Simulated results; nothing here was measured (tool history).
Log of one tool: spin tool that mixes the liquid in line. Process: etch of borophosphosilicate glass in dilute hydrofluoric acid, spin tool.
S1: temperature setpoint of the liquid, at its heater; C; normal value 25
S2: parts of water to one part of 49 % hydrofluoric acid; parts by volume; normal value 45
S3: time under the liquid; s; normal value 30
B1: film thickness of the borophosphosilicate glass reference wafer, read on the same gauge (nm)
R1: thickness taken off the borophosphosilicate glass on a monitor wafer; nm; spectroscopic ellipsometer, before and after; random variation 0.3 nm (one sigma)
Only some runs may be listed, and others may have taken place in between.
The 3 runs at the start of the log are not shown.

run 4 hour=378 | S1=26.5 S2=45 S3=30 | B1=40 | R1=54.54
run 5 hour=449.4 | S1=25 S2=45 S3=30 | B1=39.95 | R1=50.77
run 6 hour=490.2 | S1=25 S2=45 S3=30 | B1=39.99 | R1=51.22
run 7 hour=558 | S1=25 S2=45 S3=20 | B1=39.96 | R1=33.96
run 8 hour=608.6 | S1=25 S2=45 S3=20 | B1=39.96 | R1=33.92
run 9 hour=701 | S1=25 S2=50 S3=30 | B1=39.98 | R1=45.96
run 10 hour=780.3 | S1=25 S2=50 S3=30 | B1=39.99 | R1=45.75
run 11 hour=826 | S1=25 S2=50 S3=30 | B1=40 | R1=45.5
run 12 hour=888.3 | S1=25 S2=45 S3=30 | B1=40.02 | R1=51.43
-- hour=932.1 hydrofluoric acid flow meter replaced
run 13 hour=956.5 | S1=25 S2=45 S3=30 | B1=40 | R1=50.51
run 14 hour=1010.4 | S1=25 S2=50 S3=45 | B1=40.01 | R1=67.45
run 15 hour=1112.9 | S1=25 S2=45 S3=30 | B1=40.01 | R1=51.49
run 16 hour=1205 | S1=25 S2=45 S3=30 | B1=39.98 | R1=51.2
-- hour=1282 thermometer replaced
run 17 hour=1287.5 | S1=20.5 S2=55 S3=30 | B1=39.99 | R1=34.34
run 18 hour=1332.6 | S1=29.5 S2=40 S3=30 | B1=39.97 | R1=69.94
run 19 hour=1445.9 | S1=25 S2=45 S3=30 | B1=40 | R1=50.67
run 20 hour=1484.7 | S1=20 S2=35 S3=50 | B1=39.95 | R1=90.2
run 21 hour=1528.8 | S1=23 S2=45 S3=35 | B1=39.98 | R1=54.5
run 22 hour=1621.6 | S1=25 S2=45 S3=35 | B1=40.03 | R1=59.67
run 23 hour=1703.9 | S1=25 S2=65 S3=15 | B1=40.01 | R1=17.06
-- hour=1705 gauge calibrated
run 24 hour=1798.2 | S1=22 S2=40 S3=30 | B1=40.01 | R1=50.96
run 25 hour=1906.2 | S1=25 S2=45 S3=30 | B1=39.98 | R1=50.83

Run 26 comes next. What will it give?
run 26 hour=1953.7 | S1=25 S2=45 S3=30 | B1=? | R1=?

B1: 39.99
R1: 50.39 nm
Had the tool carried no hidden state, the very same run would have given R1 50.39 nm.
